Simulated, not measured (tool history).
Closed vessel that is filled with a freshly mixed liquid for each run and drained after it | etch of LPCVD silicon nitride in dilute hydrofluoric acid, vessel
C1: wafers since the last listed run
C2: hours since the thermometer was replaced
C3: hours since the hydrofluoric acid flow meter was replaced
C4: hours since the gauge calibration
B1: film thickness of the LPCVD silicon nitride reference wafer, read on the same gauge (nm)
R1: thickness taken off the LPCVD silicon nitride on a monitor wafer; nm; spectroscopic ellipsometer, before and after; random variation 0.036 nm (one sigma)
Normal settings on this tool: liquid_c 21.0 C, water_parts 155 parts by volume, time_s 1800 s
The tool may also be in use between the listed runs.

Run 1, day 0.000: usual settings; C1 0; C2 2206.6; C3 1334.2; C4 1167.8; B1 140.00. Result: R1 4.82 nm.
Run 2, day 1.821: usual settings; C1 1593; C2 2250.3; C3 1377.9; C4 1211.5; B1 140.01. Result: R1 4.83 nm.
Run 3, day 4.150: usual settings but liquid_c 19.5 C; C1 2038; C2 2306.2; C3 1433.8; C4 1267.4; B1 139.98. Result: R1 4.34 nm.
At day 4.533: hydrofluoric acid flow meter replaced.
Run 4, day 8.354: usual settings but liquid_c 19.5 C; C1 3643; C2 2407.1; C3 91.7; C4 1368.3; B1 139.99. Result: R1 4.64 nm.
Run 5, day 12.425: usual settings; C1 3562; C2 2504.8; C3 189.4; C4 1466.0; B1 139.98. Result: R1 5.10 nm.
Run 6, day 14.612: usual settings; C1 1914; C2 2557.3; C3 241.9; C4 1518.5; B1 139.99. Result: R1 5.16 nm.
Run 7, day 18.596: usual settings; C1 3486; C2 2652.9; C3 337.5; C4 1614.1; B1 139.99. Result: R1 5.09 nm.
Run 8, day 21.467: usual settings; C1 2512; C2 2721.8; C3 406.4; C4 1683.0; B1 140.00. Result: R1 5.08 nm.
Run 9, day 25.908: usual settings; C1 3887; C2 2828.4; C3 513.0; C4 1789.6; B1 140.01. Result: R1 5.06 nm.
Run 10, day 27.608: usual settings but time_s 1190 s; C1 1487; C2 2869.2; C3 553.8; C4 1830.4; B1 140.01. Result: R1 3.27 nm.
Run 11, day 30.262: usual settings but time_s 1190 s; C1 2323; C2 2932.9; C3 617.5; C4 1894.1; B1 139.98. Result: R1 3.30 nm.
Run 12, day 31.833: usual settings; C1 1374; C2 2970.6; C3 655.2; C4 1931.8; B1 140.00. Result: R1 4.99 nm.
Run 13, day 33.817: usual settings; C1 1735; C2 3018.2; C3 702.8; C4 1979.4; B1 140.00. Result: R1 5.01 nm.
Run 14, day 37.592: usual settings; C1 3304; C2 3108.8; C3 793.4; C4 2070.0; B1 139.99. Result: R1 4.95 nm.
At day 37.992: thermometer replaced.
Run 15, day 40.067: usual settings but time_s 2805 s; C1 2129; C2 49.8; C3 852.8; C4 2129.4; B1 139.99. Result: R1 7.68 nm.
Run 16, day 41.600: usual settings; C1 1342; C2 86.6; C3 889.6; C4 2166.2; B1 140.03. Result: R1 4.99 nm.

For run 17, what comes out?
Run 17, day 44.546: usual settings but water_parts 190 parts by volume; C1 2578; C2 157.3; C3 960.3; C4 2236.9; B1 ?. Result: R1 ?.

{"run 17": {"B1": 139.99, "R1": 3.98}}
With the hidden condition absent and the run-to-run variation left alone, this run would have shown R1 4.20 nm.

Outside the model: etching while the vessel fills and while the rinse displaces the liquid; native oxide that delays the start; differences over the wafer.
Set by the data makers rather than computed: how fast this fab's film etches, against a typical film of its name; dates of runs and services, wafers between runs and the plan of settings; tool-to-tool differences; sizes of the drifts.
